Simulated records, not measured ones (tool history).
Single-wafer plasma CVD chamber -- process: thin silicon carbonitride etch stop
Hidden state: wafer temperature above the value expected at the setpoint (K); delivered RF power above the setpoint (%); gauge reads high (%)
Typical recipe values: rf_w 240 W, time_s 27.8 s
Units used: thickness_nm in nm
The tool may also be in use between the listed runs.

run,hour,rf_w,time_s,wafers since the last listed run,hours since the last thermocouple change,hours since the last RF generator calibration,hours since the showerhead was replaced,hours since the gauge calibration,"read-back reference wafer on the same gauge, thickness_nm",thickness_nm
1,0.0,240,27.8,0,1275.9,1772.4,6298.3,367.1,14.594,17.519
2,15.5,240,27.8,678,1291.4,1787.9,6313.8,382.6,14.607,17.510
3,21.7,240,27.8,271,1297.6,1794.1,6320.0,388.8,14.601,17.499
4,30.9,275,27.8,402,1306.8,1803.3,6329.2,398.0,14.600,18.451
5,48.6,275,27.8,774,1324.5,1821.0,6346.9,415.7,14.597,18.420
6,60.6,275,27.8,524,1336.5,1833.0,6358.9,427.7,14.605,18.423
7,77.4,255,27.8,734,1353.3,1849.8,6375.7,444.5,14.598,17.947
8,111.4,255,27.8,1487,1387.3,1883.8,6409.7,478.5,14.602,17.899
9,128.3,255,27.8,739,1404.2,1900.7,6426.6,495.4,14.608,17.953
10,137.2,240,27.8,389,1413.1,1909.6,6435.5,504.3,14.605,17.522
# hour 148.6: gauge calibrated
11,152.1,240,27.8,651,1428.0,1924.5,6450.4,3.5,14.596,17.552
12,158.1,240,27.8,262,1434.0,1930.5,6456.4,9.5,14.606,17.520
13,171.8,240,27.8,599,1447.7,1944.2,6470.1,23.2,14.597,17.543
14,182.6,240,27.8,472,1458.5,1955.0,6480.9,34.0,14.599,17.479
15,190.6,240,27.8,349,1466.5,1963.0,6488.9,42.0,14.598,17.540
# hour 202.6: showerhead replaced
16,206.0,240,27.8,323,1481.9,1978.4,3.4,57.4,14.590,17.564
17,217.6,270,30.9,507,1493.5,1990.0,15.0,69.0,14.600,20.372
# hour 229.6: RF generator calibrated
18,230.1,240,27.8,196,1506.0,0.5,27.5,81.5,14.609,18.025
19,240.5,255,32.0,454,1516.4,10.9,37.9,91.9,14.591,21.199
20,254.0,210,23.3,590,1529.9,24.4,51.4,105.4,14.605,14.306
# hour 270.9: thermocouple changed; heater temperature recalibrated
21,271.4,240,27.8,411,0.5,41.8,68.8,122.8,14.597,17.995
22,288.2,240,32.6,734,17.3,58.6,85.6,139.6,14.598,21.038
23,298.1,240,29.5,433,27.2,68.5,95.5,149.5,14.603,19.073
24,315.3,215,26.2,752,44.4,85.7,112.7,166.7,14.597,16.181
25,323.7,280,25.0,367,52.8,94.1,121.1,175.1,14.598,17.085
26,338.5,240,27.8,647,67.6,108.9,135.9,189.9,14.593,17.927
27,355.4,195,29.4,739,84.5,125.8,152.8,206.8,14.596,17.450
28,370.6,280,27.8,664,99.7,141.0,168.0,222.0,14.595,18.951
29,379.2,275,23.1,376,108.3,149.6,176.6,230.6,14.596,15.627
30,395.7,260,22.4,721,124.8,166.1,193.1,247.1,14.604,14.851
31,404.1,240,29.8,367,133.2,174.5,201.5,255.5,14.597,19.104
32,410.6,220,27.8,284,139.7,181.0,208.0,262.0,14.605,17.247
33,428.5,255,33.0,783,157.6,198.9,225.9,279.9,14.594,21.679
34,436.5,240,22.4,349,165.6,206.9,233.9,287.9,14.591,14.364
35,442.9,275,27.8,279,172.0,213.3,240.3,294.3,14.603,18.810

Below are 5 alternative next runs, each starting from the tool's condition after run 35. Predict each:
A,443.3,240,27.8,17,172.4,213.7,240.7,294.7,?,?
B,443.3,225,22.8,17,172.4,213.7,240.7,294.7,?,?
C,443.3,270,29.6,17,172.4,213.7,240.7,294.7,?,?
D,443.3,240,26.3,17,172.4,213.7,240.7,294.7,?,?
E,443.3,210,27.8,17,172.4,213.7,240.7,294.7,?,?

run,"read-back reference wafer on the same gauge, thickness_nm",thickness_nm
A,14.594,17.835
B,14.594,14.273
C,14.594,19.839
D,14.594,16.873
E,14.594,16.944
Had the tool no hidden state, the same runs would have come out as:
run,thickness_nm
A,18.088
B,14.475
C,20.120
D,17.112
E,17.184
